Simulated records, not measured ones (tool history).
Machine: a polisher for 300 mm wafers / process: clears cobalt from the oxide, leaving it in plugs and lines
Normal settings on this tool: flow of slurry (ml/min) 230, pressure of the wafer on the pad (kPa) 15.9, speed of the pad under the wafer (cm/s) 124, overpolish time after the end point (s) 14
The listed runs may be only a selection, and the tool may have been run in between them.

run,day,flow of slurry (ml/min),pressure of the wafer on the pad (kPa),speed of the pad under the wafer (cm/s),overpolish time after the end point (s),wafers since the last listed run,wafers polished on this pad,hours since the slurry nozzle was cleaned,hours since the head pressure was calibrated,"incoming thickness of the incoming film, nm",time until the end point was called (s)
1,0,230,15.9,102,14,0,26,404.1,580.6,200.8,31
2,0.479,230,15.9,124,14,108,135,415.6,592.1,197.7,25.5
3,0.912,230,15.9,124,14,98,233,426,602.5,197.5,25.5
4,2.229,230,15.9,124,14,299,532,457.6,634.1,198.7,25.2
5,3.012,230,15.9,124,14,177,710,476.4,652.9,201.5,25.8
# day 3.35: head pressure recalibrated
6,3.512,230,15.9,124,14,94,805,488.4,3.9,197.1,27.6
# day 4.121: worn pad replaced by a new one
7,4.142,230,15.9,124,14,105,5,503.5,19,201.5,28.5
# day 4.512: slurry nozzle cleaned
8,4.812,230,15.9,124,14,142,148,7.2,35.1,198.8,25.7
9,5.312,230,15.9,124,14,113,261,19.2,47.1,199.4,26.1
10,5.996,230,15.9,124,14,155,417,35.6,63.5,201,26.3
11,6.646,280,15.9,110,14,147,564,51.2,79.1,202.5,29.1
12,7.05,280,15.9,110,14,91,656,60.9,88.8,202.2,30
13,7.55,230,15.9,148,14,113,770,72.9,100.8,200,21.7
14,8.229,155,15.9,124,16,154,924,89.2,117.1,198.9,27.8
15,8.612,230,19.3,124,10,87,1011,98.4,126.3,198.8,22.5
# day 8.867: worn pad replaced by a new one
16,9.283,160,18.6,124,14,114,94,114.5,142.4,202,24.5
17,9.808,230,15.9,124,14,119,213,127.1,155,197.7,25.3
18,10.071,285,13.8,168,20,59,273,133.4,161.3,201.7,21.7
19,11.429,175,10.3,124,14,308,581,166,193.9,201,38.3
20,12.033,230,15.9,124,14,137,719,180.5,208.4,197.2,25.1
21,12.512,230,15.9,124,14,108,828,192,219.9,200.9,26.3
22,13.05,230,15.9,124,14,122,950,204.9,232.8,201.8,27
23,13.633,290,15.9,124,11,132,1082,218.9,246.8,200.5,24.7
# day 13.888: worn pad replaced by a new one
24,13.975,285,15.9,124,14,39,19,227.1,255,201.7,25.7
25,14.35,230,15.9,154,14,85,104,236.1,264,199.5,22.1
26,14.967,230,15.9,124,14,140,245,250.9,278.8,202,26.6
27,15.321,230,15.9,124,11,80,325,259.4,287.3,200,26.5
28,15.817,190,15.9,110,14,112,438,271.3,299.2,203.8,31
29,16.538,230,15.9,124,14,163,601,288.6,316.5,198.1,26.8
30,17.7,230,15.9,124,14,264,866,316.5,344.4,200,25.7
# day 18.4: worn pad replaced by a new one
31,18.421,265,20,166,19,125,4,333.8,361.7,197.2,15.8
32,18.583,230,15.9,124,20,36,41,337.7,365.6,200.6,26.1
33,18.996,270,11,86,19,93,135,347.6,375.5,199,48.1
34,19.717,230,15.9,124,14,163,299,364.9,392.8,197.1,26.1

Below are 5 alternative next runs, each starting from the tool's condition after run 34. Predict each:
A,19.733,230,15.9,124,14,3,303,365.3,393.2,200.7,?
B,19.733,170,13.8,124,10,3,303,365.3,393.2,200.7,?
C,19.733,290,15.9,90,18,3,303,365.3,393.2,200.7,?
D,19.733,195,13.8,124,14,3,303,365.3,393.2,200.7,?
E,19.733,230,11,124,14,3,303,365.3,393.2,200.7,?

run,time until the end point was called (s)
A,26.9
B,31.8
C,35.2
D,31
E,35.6
Stripped of hidden state, with their random variation kept, the same runs would have yielded:
run,time until the end point was called (s)
A,27
B,31.3
C,35.8
D,30.8
E,35.8
